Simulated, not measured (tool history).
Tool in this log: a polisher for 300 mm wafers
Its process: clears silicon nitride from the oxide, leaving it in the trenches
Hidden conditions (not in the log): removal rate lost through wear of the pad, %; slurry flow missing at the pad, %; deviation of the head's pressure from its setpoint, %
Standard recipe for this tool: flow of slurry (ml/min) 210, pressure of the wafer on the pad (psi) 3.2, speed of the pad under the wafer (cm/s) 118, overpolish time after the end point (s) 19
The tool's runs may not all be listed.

| run | hour | flow of slurry (ml/min) | pressure of the wafer on the pad (psi) | speed of the pad under the wafer (cm/s) | overpolish time after the end point (s) | wafers since the last listed run | wafers polished on this pad | hours since the slurry nozzle was cleaned | hours since the head pressure was calibrated | incoming thickness of the incoming film, nm | time until the end point was called (s) |
|---|---|---|---|---|---|---|---|---|---|---|---|
| 1 | 0.0 | 210 | 3.2 | 118 | 19 | 0 | 131 | 261.6 | 478.9 | 111.7 | 89.1 |
| 2 | 26.8 | 210 | 3.2 | 102 | 19 | 283 | 415 | 288.4 | 505.7 | 111.7 | 103.0 |
|  | 44.1 | slurry nozzle cleaned |
| 3 | 48.0 | 210 | 3.2 | 102 | 19 | 213 | 629 | 3.9 | 526.9 | 111.2 | 102.3 |
|  | 65.3 | worn pad replaced by a new one |
| 4 | 79.4 | 210 | 3.2 | 102 | 19 | 290 | 149 | 35.3 | 558.3 | 109.5 | 100.9 |
| 5 | 99.8 | 210 | 3.2 | 118 | 19 | 216 | 365 | 55.7 | 578.7 | 111.7 | 88.6 |
| 6 | 121.6 | 210 | 3.2 | 118 | 19 | 230 | 596 | 77.5 | 600.5 | 109.3 | 87.2 |
| 7 | 144.5 | 210 | 3.2 | 146 | 19 | 242 | 838 | 100.4 | 623.4 | 109.2 | 70.1 |
|  | 166.9 | worn pad replaced by a new one |
| 8 | 178.7 | 210 | 3.2 | 146 | 19 | 319 | 125 | 134.6 | 657.6 | 108.7 | 69.0 |
| 9 | 203.5 | 210 | 3.2 | 98 | 19 | 262 | 388 | 159.4 | 682.4 | 109.7 | 105.4 |
|  | 214.6 | head pressure recalibrated |
| 10 | 220.9 | 275 | 2.8 | 102 | 10 | 163 | 551 | 176.8 | 6.3 | 110.3 | 112.3 |
| 11 | 236.0 | 210 | 3.2 | 102 | 27 | 159 | 711 | 191.9 | 21.4 | 110.8 | 102.7 |
|  | 255.9 | worn pad replaced by a new one |
| 12 | 263.0 | 210 | 3.2 | 118 | 13 | 243 | 74 | 218.9 | 48.4 | 109.5 | 86.3 |
|  | 293.7 | slurry nozzle cleaned |
|  | 337.3 | worn pad replaced by a new one |
| 13 | 337.8 | 150 | 3.2 | 118 | 19 | 739 | 5 | 44.1 | 123.2 | 109.9 | 92.2 |
| 14 | 371.7 | 210 | 3.2 | 118 | 19 | 359 | 364 | 78.0 | 157.1 | 108.7 | 86.9 |
| 15 | 394.7 | 275 | 2.8 | 102 | 10 | 243 | 607 | 101.0 | 180.1 | 110.9 | 111.7 |
|  | 419.5 | worn pad replaced by a new one |
| 16 | 420.0 | 210 | 3.2 | 118 | 19 | 225 | 4 | 126.3 | 205.4 | 108.7 | 85.3 |
| 17 | 454.5 | 230 | 3.2 | 84 | 9 | 365 | 370 | 160.8 | 239.9 | 109.5 | 120.7 |

Hidden condition of the tool, last listed run before each entry between runs versus first listed run after:
After run 2, before run 3: slurry nozzle cleaned (hour 44.1)
  no hidden state differs between the two runs
After run 3, before run 4: worn pad replaced by a new one (hour 65.3)
  no hidden state differs between the two runs
After run 7, before run 8: worn pad replaced by a new one (hour 166.9)
  no hidden state differs between the two runs
After run 9, before run 10: head pressure recalibrated (hour 214.6)
  no hidden state differs between the two runs
After run 11, before run 12: worn pad replaced by a new one (hour 255.9)
  no hidden state differs between the two runs
After run 12, before run 13: slurry nozzle cleaned (hour 293.7); worn pad replaced by a new one (hour 337.3)
  no hidden state differs between the two runs
After run 15, before run 16: worn pad replaced by a new one (hour 419.5)
  no hidden state differs between the two runs
